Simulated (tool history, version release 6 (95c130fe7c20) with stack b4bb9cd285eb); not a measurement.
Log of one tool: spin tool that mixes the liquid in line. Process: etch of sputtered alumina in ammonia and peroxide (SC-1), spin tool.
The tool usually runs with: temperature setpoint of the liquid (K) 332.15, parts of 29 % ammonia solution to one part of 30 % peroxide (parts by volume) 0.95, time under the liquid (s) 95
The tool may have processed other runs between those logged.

run     day  temperature setpoint of the liquid (K)  parts of 29 % ammonia solution to one part of 30 % peroxide (parts by volume)  time under the liquid (s)  wafers since the last listed run  hours since the thermometer was replaced  hours since the ammonia flow meter was replaced  hours since the heated supply line was repaired  hours since the drum of ammonia solution was connected  hours since the gauge calibration  read-back film thickness of the sputtered alumina reference wafer, read on the same gauge (nm)  thickness taken off the sputtered alumina on a monitor wafer (angstrom)
  1       0                                  332.15                                                                           0.95                         95                                 0                                     808.1                                            408.3                                           1515.1                                                   556.3                             1304.1                                                                                              50                                                                    122.4
  2   1.738                                  332.15                                                                           0.95                         95                               240                                     849.8                                              450                                           1556.8                                                     598                             1345.8                                                                                              50                                                                    121.5
  3   5.288                                  332.15                                                                           0.95                         95                               491                                       935                                            535.2                                             1642                                                   683.2                               1431                                                                                           50.04                                                                    120.3
      6.312  -- new drum of ammonia solution connected
  4   7.662                                  332.15                                                                           0.95                         95                               322                                       992                                            592.2                                             1699                                                    32.4                               1488                                                                                           49.98                                                                    121.4
  5  11.012                                  332.15                                                                           0.95                         95                               463                                    1072.4                                            672.6                                           1779.4                                                   112.8                             1568.4                                                                                           49.95                                                                    122.6
     12.188  -- gauge calibrated
  6  14.758                                  332.15                                                                           0.95                         95                               518                                    1162.3                                            762.5                                           1869.3                                                   202.7                               61.7                                                                                           49.98                                                                    121.8
  7  18.521                                  332.15                                                                           0.95                         95                               520                                    1252.6                                            852.8                                           1959.6                                                     293                                152                                                                                           50.03                                                                    122.6
  8  22.025                                  332.15                                                                           0.95                         95                               484                                    1336.7                                            936.9                                           2043.7                                                   377.1                              236.1                                                                                              50                                                                    122.9
  9  26.317                                  332.15                                                                           0.95                         95                               593                                    1439.7                                           1039.9                                           2146.7                                                   480.1                              339.1                                                                                              50                                                                    123.1
 10  30.142                                  332.15                                                                           0.95                         95                               529                                    1531.5                                           1131.7                                           2238.5                                                   571.9                              430.9                                                                                           50.03                                                                    123.7
 11  34.283                                  332.15                                                                           0.95                         95                               572                                    1630.9                                           1231.1                                           2337.9                                                   671.3                              530.3                                                                                           50.03                                                                    122.7
     38.429  -- new drum of ammonia solution connected
 12  46.462                                  332.15                                                                           0.95                        145                              1679                                    1923.2                                           1523.4                                           2630.2                                                   192.8                              822.6                                                                                           50.01                                                                    189.6
 13  49.817                                  323.15                                                                           0.65                         95                               464                                    2003.7                                           1603.9                                           2710.7                                                   273.3                              903.1                                                                                           49.98                                                                     74.1
     57.638  -- thermometer replaced
 14  59.062                                  323.15                                                                           0.85                        110                              1273                                      34.2                                           1825.8                                           2932.6                                                   495.2                               1125                                                                                           49.98                                                                     84.5
 15  66.938                                  332.15                                                                           0.95                        145                              1089                                     223.2                                           2014.8                                           3121.6                                                   684.2                               1314                                                                                           49.99                                                                    181.8
     67.112  -- ammonia flow meter replaced
 16  68.538                                  337.15                                                                           0.95                         95                               215                                     261.6                                             34.2                                             3160                                                   722.6                             1352.4                                                                                           49.99                                                                    152.3
 17  70.896                                  332.15                                                                           0.95                         95                               326                                     318.2                                             90.8                                           3216.6                                                   779.2                               1409                                                                                           49.98                                                                    118.9

For run 18, what comes out?
     71.625  -- gauge calibrated
     72.567  -- new drum of ammonia solution connected
     72.808  -- heated supply line repaired
 18  81.5                                  332.15                                                                           0.95                         45                              1455                                     572.7                                            345.3                                            208.6                                                   214.4                                237                                                                                               ?                                                                        ?

read-back film thickness of the sputtered alumina reference wafer, read on the same gauge (nm): 50
thickness taken off the sputtered alumina on a monitor wafer (angstrom): 56.8
With no hidden state in the tool, this same run would have given thickness taken off the sputtered alumina on a monitor wafer (angstrom) 55.7.

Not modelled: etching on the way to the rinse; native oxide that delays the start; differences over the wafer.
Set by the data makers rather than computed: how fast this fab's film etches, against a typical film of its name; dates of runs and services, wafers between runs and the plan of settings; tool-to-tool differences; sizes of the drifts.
